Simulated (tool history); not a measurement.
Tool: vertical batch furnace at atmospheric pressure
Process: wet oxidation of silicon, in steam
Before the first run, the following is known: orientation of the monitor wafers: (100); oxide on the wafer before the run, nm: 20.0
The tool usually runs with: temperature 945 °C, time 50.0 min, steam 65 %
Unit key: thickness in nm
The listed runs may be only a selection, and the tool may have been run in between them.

run	day	temperature	time	steam	wafers since the last listed run	hours since the last temperature calibration	hours since the steam generator was serviced	hours since the gauge calibration	read-back reference wafer on the same gauge, thickness	thickness
1	0.000	945	50.0	59	0	2859.0	2978.8	323.3	161.03	166.28
2	0.792	945	50.0	59	327	2878.0	2997.8	342.3	161.02	166.64
3	2.075	945	50.0	65	531	2908.8	3028.6	373.1	161.04	179.19
4	3.300	945	50.0	65	507	2938.2	3058.0	402.5	161.03	179.00
5	3.842	945	50.0	65	224	2951.2	3071.0	415.5	160.98	179.72
6	4.675	934	67.5	65	345	2971.2	3091.0	435.5	161.00	202.60
7	5.612	945	50.0	65	388	2993.7	3113.5	458.0	161.03	178.80
8	6.288	958	50.0	68	279	3009.9	3129.7	474.2	160.97	210.44
# day 7.450: gauge calibrated
# day 7.700: steam generator serviced
9	7.721	958	50.0	68	179	3044.3	0.5	6.5	161.01	219.89
10	8.358	945	50.0	65	263	3059.6	15.8	21.8	161.00	187.19
11	9.821	945	62.5	65	605	3094.7	50.9	56.9	161.03	221.51
12	11.083	945	65.5	65	522	3125.0	81.2	87.2	161.03	229.92
13	11.667	933	37.0	72	241	3139.0	95.2	101.2	161.02	143.08
14	12.271	945	58.5	59	250	3153.5	109.7	115.7	161.01	195.81
15	12.808	945	50.0	65	222	3166.4	122.6	128.6	161.00	186.97
16	13.375	928	71.5	65	234	3180.0	136.2	142.2	161.02	208.91
17	14.154	952	36.5	72	322	3198.7	154.9	160.9	160.97	170.03
18	15.038	953	50.0	65	365	3219.9	176.1	182.1	161.02	201.76
19	16.825	945	50.0	65	740	3262.8	219.0	225.0	160.98	186.08
# day 18.217: thermocouples replaced and temperature profile calibrated
20	18.238	945	40.0	65	170	0.5	252.9	258.9	160.99	149.86
21	18.471	929	58.5	76	96	6.1	258.5	264.5	161.02	193.66
22	19.562	945	50.0	65	451	32.3	284.7	290.7	160.97	177.79
23	20.879	945	50.0	65	545	63.9	316.3	322.3	160.99	178.00
24	23.342	945	32.0	60	1019	123.0	375.4	381.4	161.00	119.25

For each entry between runs, how does the tool's hidden state at the last listed run before it compare with that at the first listed run after it?
Between runs 8 and 9: gauge calibrated (day 7.450); steam generator serviced (day 7.700)
  true tube temperature minus thermocouple reading, K: 5.05 -> 5.06; steam share off its setpoint, % of the setpoint: -6.48 -> -0.61
  measured less the result without the state, thickness: -0.49 -> +9.31 nm
Between runs 19 and 20: thermocouples replaced and temperature profile calibrated (day 18.217)
  true tube temperature minus thermocouple reading, K: 5.13 -> 0.535; steam share off its setpoint, % of the setpoint: -1.68 -> -1.82
  measured less the result without the state, thickness: +6.85 -> -1.31 nm
